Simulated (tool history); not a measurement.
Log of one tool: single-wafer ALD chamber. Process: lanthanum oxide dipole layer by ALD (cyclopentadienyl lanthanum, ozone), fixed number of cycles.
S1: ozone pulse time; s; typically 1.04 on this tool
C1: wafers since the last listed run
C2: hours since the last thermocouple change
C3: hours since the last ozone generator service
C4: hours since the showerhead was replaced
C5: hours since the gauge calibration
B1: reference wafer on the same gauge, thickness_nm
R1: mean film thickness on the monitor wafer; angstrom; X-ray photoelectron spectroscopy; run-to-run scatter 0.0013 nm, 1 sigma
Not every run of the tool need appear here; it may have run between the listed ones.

run     day    S1    C1      C2     C3      C4      C5     B1    R1
  1       0  1.16     0   663.4    552  5189.2  1193.5  0.583  5.31
  2   2.508  1.16  1185   723.6  612.2  5249.4  1253.7  0.583  5.32
  3   4.388  1.16   887   768.7  657.3  5294.5  1298.8  0.583  5.29
  4   6.492  1.28   994   819.2  707.8    5345  1349.3  0.582  5.43
     10.433  -- ozone generator serviced
  5  10.454  1.28  1714   914.3    0.5  5440.1  1444.4  0.583  5.57
  6  13.296  1.04  1342   982.5   68.7  5508.3  1512.6  0.583  5.25
  7  17.667  1.04  2065  1087.4  173.6  5613.2  1617.5  0.582  5.22
  8  21.133  1.04  1637  1170.6  256.8  5696.4  1700.7  0.583  5.18
  9  24.671  1.23  1671  1255.5  341.7  5781.3  1785.6  0.583  5.42
 10  26.304  1.23   771  1294.7  380.9  5820.5  1824.8  0.583  5.41
 11  28.775  1.23  1167    1354  440.2  5879.8  1884.1  0.583  5.39
 12  30.717  1.29   917  1400.6  486.8  5926.4  1930.7  0.584  5.45
 13    38.8  1.29  3819  1594.6  680.8  6120.4  2124.7  0.583  5.44
 14  40.604  1.15   852  1637.9  724.1  6163.7    2168  0.583  5.28
 15  43.688  0.86  1456  1711.9  798.1  6237.7    2242  0.584  4.84
     46.229  -- ozone generator serviced
 16   46.25   1.4  1053  1773.4    0.5  6299.2  2303.5  0.584  5.64
     48.321  -- showerhead replaced
     49.033  -- gauge calibrated
     54.675  -- thermocouple changed; heater temperature recalibrated
 17  56.025  1.04  4303    32.4  235.1   184.9   167.8  0.583  5.19
 18  59.438  0.83  1612   114.3    317   266.8   249.7  0.583  4.82
 19  62.292  1.28  1348   182.8  385.5   335.3   318.2  0.583  5.44
 20  73.242  0.92  5173   445.6  648.3   598.1     581  0.583  4.93
     76.554  -- ozone generator serviced
 21  76.575  0.85  1417   525.6    0.5   678.1     661  0.583  4.99
 22  80.367  0.75  1791   616.6   91.5   769.1     752  0.583  4.76
 23  84.862  0.89  2124   724.5  199.4     877   859.9  0.583  4.97
 24  91.062  1.33  2929   873.3  348.2  1025.8  1008.7  0.583  5.49
 25  94.329  1.04  1543   951.7  426.6  1104.2  1087.1  0.583  5.17
 26  96.683  1.45  1112  1008.2  483.1  1160.7  1143.6  0.583  5.57

Branching from run 26: 5 alternative next runs. What would each branch give?
  A  96.7  1.04   7  1008.6  483.5  1161.1  1144   ?   ?
  B  96.7  0.88   7  1008.6  483.5  1161.1  1144   ?   ?
  C  96.7  1.24   7  1008.6  483.5  1161.1  1144   ?   ?
  D  96.7  1.43   7  1008.6  483.5  1161.1  1144   ?   ?
  E  96.7  0.66   7  1008.6  483.5  1161.1  1144   ?   ?

run     B1    R1
  A  0.583  5.13
  B  0.583  4.87
  C  0.583  5.38
  D  0.583  5.55
  E  0.583  4.38
With the hidden condition removed and each run's random variation left untouched, the same runs would have given:
run    R1
  A  5.29
  B  5.05
  C  5.51
  D  5.66
  E  4.59
